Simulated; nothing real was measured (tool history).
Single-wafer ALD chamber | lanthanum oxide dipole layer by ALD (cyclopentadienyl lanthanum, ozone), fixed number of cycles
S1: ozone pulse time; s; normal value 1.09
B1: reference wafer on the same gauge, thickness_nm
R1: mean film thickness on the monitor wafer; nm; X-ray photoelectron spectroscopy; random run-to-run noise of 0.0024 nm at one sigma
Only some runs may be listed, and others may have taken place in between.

run	day	S1	B1	R1
1	0.000	0.90	0.527	0.430
2	0.617	0.90	0.527	0.428
3	1.971	0.90	0.527	0.432
4	2.492	1.09	0.527	0.457
5	3.408	1.09	0.527	0.456
6	4.488	1.09	0.527	0.459
7	5.008	1.09	0.527	0.462
8	5.842	1.09	0.527	0.458
9	6.504	1.09	0.527	0.456
# day 7.879: showerhead replaced
10	7.900	1.09	0.527	0.454
11	8.221	1.09	0.527	0.460
12	9.154	1.09	0.526	0.456
13	10.367	1.09	0.527	0.451
# day 11.250: gauge calibrated
14	11.721	0.75	0.527	0.398
# day 12.975: ozone generator serviced
15	12.996	0.84	0.527	0.377
16	14.254	0.73	0.527	0.353
17	15.067	1.09	0.527	0.414
# day 15.962: ozone generator serviced, repeated, since the last time left the tool worse
# day 16.088: thermocouple changed; heater temperature recalibrated
18	16.517	0.87	0.527	0.466
19	17.854	1.09	0.527	0.493
20	18.796	0.80	0.527	0.449
21	19.546	1.09	0.527	0.486
22	20.454	1.52	0.527	0.523
23	21.408	0.73	0.527	0.430
24	22.371	1.51	0.527	0.521
25	23.783	1.09	0.527	0.485
26	24.446	1.42	0.527	0.516

Each row is a separate what-if for the run after 26, all from the same tool condition, not one after another. Results?
A	24.462	1.33	?	?
B	24.462	0.81	?	?
C	24.462	1.34	?	?

run	B1	R1
A	0.527	0.512
B	0.527	0.447
C	0.527	0.513
Without the tool's hidden state the same runs would have given:
run	R1
A	0.523
B	0.463
C	0.523
